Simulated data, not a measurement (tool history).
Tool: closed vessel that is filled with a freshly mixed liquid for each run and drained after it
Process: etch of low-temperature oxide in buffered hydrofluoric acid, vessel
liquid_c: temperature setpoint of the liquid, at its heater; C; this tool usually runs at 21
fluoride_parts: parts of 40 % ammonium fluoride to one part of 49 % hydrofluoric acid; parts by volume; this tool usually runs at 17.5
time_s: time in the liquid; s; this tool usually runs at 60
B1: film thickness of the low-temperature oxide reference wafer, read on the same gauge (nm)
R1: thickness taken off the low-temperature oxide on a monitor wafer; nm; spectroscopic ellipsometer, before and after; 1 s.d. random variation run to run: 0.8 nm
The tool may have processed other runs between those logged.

{"run": 1, "hour": 0.0, "liquid_c": 21, "fluoride_parts": 17.5, "time_s": 60, "B1": 149.98, "R1": 116.67}
{"run": 2, "hour": 52.8, "liquid_c": 21, "fluoride_parts": 17.5, "time_s": 60, "B1": 149.99, "R1": 116.11}
{"run": 3, "hour": 82.9, "liquid_c": 21, "fluoride_parts": 17.5, "time_s": 60, "B1": 150, "R1": 115.66}
{"run": 4, "hour": 113.5, "liquid_c": 22.5, "fluoride_parts": 17.5, "time_s": 90, "B1": 150, "R1": 190.18}
{"run": 5, "hour": 183.2, "liquid_c": 22.5, "fluoride_parts": 17.5, "time_s": 90, "B1": 149.99, "R1": 189.88}
{"run": 6, "hour": 380.2, "liquid_c": 22.5, "fluoride_parts": 17.5, "time_s": 90, "B1": 149.96, "R1": 190.93}
{"run": 7, "hour": 524.3, "liquid_c": 17, "fluoride_parts": 17.5, "time_s": 70, "B1": 149.99, "R1": 109.55}
{"run": 8, "hour": 564.1, "liquid_c": 17, "fluoride_parts": 17.5, "time_s": 70, "B1": 150, "R1": 110.38}
{"run": 9, "hour": 609.0, "liquid_c": 17, "fluoride_parts": 17.5, "time_s": 70, "B1": 150.02, "R1": 109.6}
{"run": 10, "hour": 652.7, "liquid_c": 21, "fluoride_parts": 17.5, "time_s": 85, "B1": 149.98, "R1": 171.51}
{"hour": 672.6, "done": "hydrofluoric acid flow meter replaced"}
{"run": 11, "hour": 709.9, "liquid_c": 21, "fluoride_parts": 17.5, "time_s": 85, "B1": 149.99, "R1": 157.59}
{"run": 12, "hour": 736.7, "liquid_c": 21, "fluoride_parts": 12, "time_s": 35, "B1": 150.02, "R1": 93.71}
{"run": 13, "hour": 801.6, "liquid_c": 21, "fluoride_parts": 12, "time_s": 60, "B1": 149.97, "R1": 162.65}
{"run": 14, "hour": 828.1, "liquid_c": 19, "fluoride_parts": 17.5, "time_s": 95, "B1": 150.04, "R1": 161.71}
{"run": 15, "hour": 890.0, "liquid_c": 17, "fluoride_parts": 17.5, "time_s": 70, "B1": 149.95, "R1": 105.59}
{"run": 16, "hour": 958.5, "liquid_c": 21, "fluoride_parts": 17.5, "time_s": 60, "B1": 149.96, "R1": 112.52}
{"run": 17, "hour": 995.6, "liquid_c": 17.5, "fluoride_parts": 17.5, "time_s": 60, "B1": 150.01, "R1": 92.28}
{"hour": 998.2, "done": "thermometer replaced"}
{"hour": 1002.0, "done": "gauge calibrated"}
{"run": 18, "hour": 1059.9, "liquid_c": 24.5, "fluoride_parts": 17.5, "time_s": 30, "B1": 150, "R1": 69.33}
{"run": 19, "hour": 1149.9, "liquid_c": 21, "fluoride_parts": 23.5, "time_s": 60, "B1": 150.01, "R1": 88.8}
{"run": 20, "hour": 1210.6, "liquid_c": 18.5, "fluoride_parts": 12.5, "time_s": 60, "B1": 149.96, "R1": 137.85}
{"run": 21, "hour": 1302.7, "liquid_c": 21, "fluoride_parts": 10.5, "time_s": 60, "B1": 150.03, "R1": 187.76}
{"run": 22, "hour": 1327.7, "liquid_c": 25.5, "fluoride_parts": 20.5, "time_s": 45, "B1": 150, "R1": 95.04}
{"run": 23, "hour": 1389.1, "liquid_c": 17, "fluoride_parts": 22, "time_s": 30, "B1": 150.02, "R1": 37.2}

Alternative continuations, all from the tool just after run 23; predict every row:
{"run": "A", "hour": 1389.8, "liquid_c": 21, "fluoride_parts": 17.5, "time_s": 60, "B1": "?", "R1": "?"}
{"run": "B", "hour": 1389.8, "liquid_c": 21, "fluoride_parts": 17.5, "time_s": 50, "B1": "?", "R1": "?"}
{"run": "C", "hour": 1389.8, "liquid_c": 23.5, "fluoride_parts": 14.5, "time_s": 60, "B1": "?", "R1": "?"}
{"run": "D", "hour": 1389.8, "liquid_c": 25, "fluoride_parts": 17.5, "time_s": 75, "B1": "?", "R1": "?"}
{"run": "E", "hour": 1389.8, "liquid_c": 19, "fluoride_parts": 22.5, "time_s": 50, "B1": "?", "R1": "?"}

run=A B1=150 R1=115.89
run=B B1=150 R1=96.57
run=C B1=150 R1=160.08
run=D B1=150 R1=180.52
run=E B1=150 R1=69
Had the tool no hidden state, the same runs would have come out as:
run=A R1=111.8
run=B R1=93.16
run=C R1=154.46
run=D R1=174.16
run=E R1=67.28

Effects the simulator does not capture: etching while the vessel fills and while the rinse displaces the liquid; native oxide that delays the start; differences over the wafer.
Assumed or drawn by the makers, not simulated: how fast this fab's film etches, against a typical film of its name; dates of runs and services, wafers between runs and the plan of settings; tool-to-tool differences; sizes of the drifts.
